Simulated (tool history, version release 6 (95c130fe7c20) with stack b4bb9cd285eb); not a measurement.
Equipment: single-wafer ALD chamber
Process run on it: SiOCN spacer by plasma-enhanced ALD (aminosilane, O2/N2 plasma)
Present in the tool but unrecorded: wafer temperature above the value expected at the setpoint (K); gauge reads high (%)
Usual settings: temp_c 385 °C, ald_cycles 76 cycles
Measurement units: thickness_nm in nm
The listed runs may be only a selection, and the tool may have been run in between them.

| run | hour | temp_c | ald_cycles | wafers since the last listed run | hours since the last thermocouple change | hours since the gauge calibration | read-back reference wafer on the same gauge, thickness_nm | thickness_nm |
|---|---|---|---|---|---|---|---|---|
| 1 | 0.0 | 385 | 66 | 0 | 521.1 | 1616.4 | 5.307 | 4.104 |
| 2 | 96.0 | 385 | 76 | 436 | 617.1 | 1712.4 | 5.312 | 4.765 |
|  | 278.5 | gauge calibrated |
| 3 | 335.7 | 385 | 76 | 1089 | 856.8 | 57.2 | 5.250 | 4.689 |
| 4 | 409.2 | 385 | 76 | 334 | 930.3 | 130.7 | 5.249 | 4.696 |
| 5 | 494.8 | 391 | 76 | 389 | 1015.9 | 216.3 | 5.249 | 4.685 |
| 6 | 563.0 | 385 | 88 | 310 | 1084.1 | 284.5 | 5.251 | 5.425 |
| 7 | 643.6 | 385 | 88 | 366 | 1164.7 | 365.1 | 5.249 | 5.441 |
| 8 | 704.3 | 385 | 88 | 275 | 1225.4 | 425.8 | 5.245 | 5.438 |
| 9 | 748.4 | 385 | 67 | 200 | 1269.5 | 469.9 | 5.254 | 4.128 |
| 10 | 1033.3 | 385 | 67 | 1295 | 1554.4 | 754.8 | 5.256 | 4.143 |
| 11 | 1117.2 | 385 | 69 | 381 | 1638.3 | 838.7 | 5.259 | 4.272 |
| 12 | 1224.5 | 377 | 76 | 487 | 1745.6 | 946.0 | 5.265 | 4.701 |
| 13 | 1385.6 | 377 | 76 | 732 | 1906.7 | 1107.1 | 5.279 | 4.705 |
| 14 | 1451.9 | 376 | 68 | 301 | 1973.0 | 1173.4 | 5.275 | 4.193 |
| 15 | 1549.6 | 376 | 68 | 444 | 2070.7 | 1271.1 | 5.274 | 4.205 |
| 16 | 1592.5 | 376 | 68 | 195 | 2113.6 | 1314.0 | 5.280 | 4.213 |
| 17 | 1674.6 | 385 | 76 | 373 | 2195.7 | 1396.1 | 5.281 | 4.710 |
| 18 | 1758.6 | 381 | 81 | 381 | 2279.7 | 1480.1 | 5.285 | 5.021 |
| 19 | 1816.6 | 381 | 81 | 263 | 2337.7 | 1538.1 | 5.284 | 5.051 |
|  | 1890.6 | gauge calibrated |
|  | 1898.5 | thermocouple changed; heater temperature recalibrated |
| 20 | 1899.0 | 398 | 90 | 338 | 0.5 | 8.4 | 5.249 | 5.533 |
| 21 | 1946.5 | 400 | 76 | 215 | 48.0 | 55.9 | 5.247 | 4.649 |
| 22 | 2033.9 | 380 | 76 | 397 | 135.4 | 143.3 | 5.248 | 4.684 |
| 23 | 2096.7 | 396 | 88 | 285 | 198.2 | 206.1 | 5.241 | 5.448 |
| 24 | 2179.3 | 376 | 67 | 375 | 280.8 | 288.7 | 5.252 | 4.129 |
| 25 | 2251.5 | 400 | 61 | 328 | 353.0 | 360.9 | 5.250 | 3.729 |
| 26 | 2354.2 | 385 | 76 | 466 | 455.7 | 463.6 | 5.251 | 4.684 |
| 27 | 2402.6 | 385 | 76 | 220 | 504.1 | 512.0 | 5.250 | 4.680 |
| 28 | 2480.8 | 396 | 71 | 355 | 582.3 | 590.2 | 5.249 | 4.381 |
| 29 | 2584.1 | 375 | 76 | 469 | 685.6 | 693.5 | 5.257 | 4.686 |
| 30 | 2714.9 | 385 | 85 | 594 | 816.4 | 824.3 | 5.256 | 5.268 |
| 31 | 2752.2 | 399 | 80 | 169 | 853.7 | 861.6 | 5.261 | 4.930 |
| 32 | 2811.8 | 373 | 76 | 270 | 913.3 | 921.2 | 5.263 | 4.708 |
| 33 | 2916.3 | 377 | 63 | 475 | 1017.8 | 1025.7 | 5.272 | 3.904 |
| 34 | 2964.8 | 379 | 76 | 220 | 1066.3 | 1074.2 | 5.274 | 4.705 |
| 35 | 3064.1 | 376 | 76 | 451 | 1165.6 | 1173.5 | 5.268 | 4.710 |

Describe how what the log doesn't record of the tool's condition differs between the last listed run preceding each entry between runs and the first listed run following it.
Logged between run 2 and run 3: gauge calibrated (hour 278.5)
  gauge reads high (%): 1.17 -> -0.04
  measured less the result without the state, thickness_nm: +0.055 -> -0.002 nm
Logged between run 19 and run 20: gauge calibrated (hour 1890.6); thermocouple changed; heater temperature recalibrated (hour 1898.5)
  gauge reads high (%): 0.757 -> -0.0559
  measured less the result without the state, thickness_nm: +0.038 -> -0.003 nm

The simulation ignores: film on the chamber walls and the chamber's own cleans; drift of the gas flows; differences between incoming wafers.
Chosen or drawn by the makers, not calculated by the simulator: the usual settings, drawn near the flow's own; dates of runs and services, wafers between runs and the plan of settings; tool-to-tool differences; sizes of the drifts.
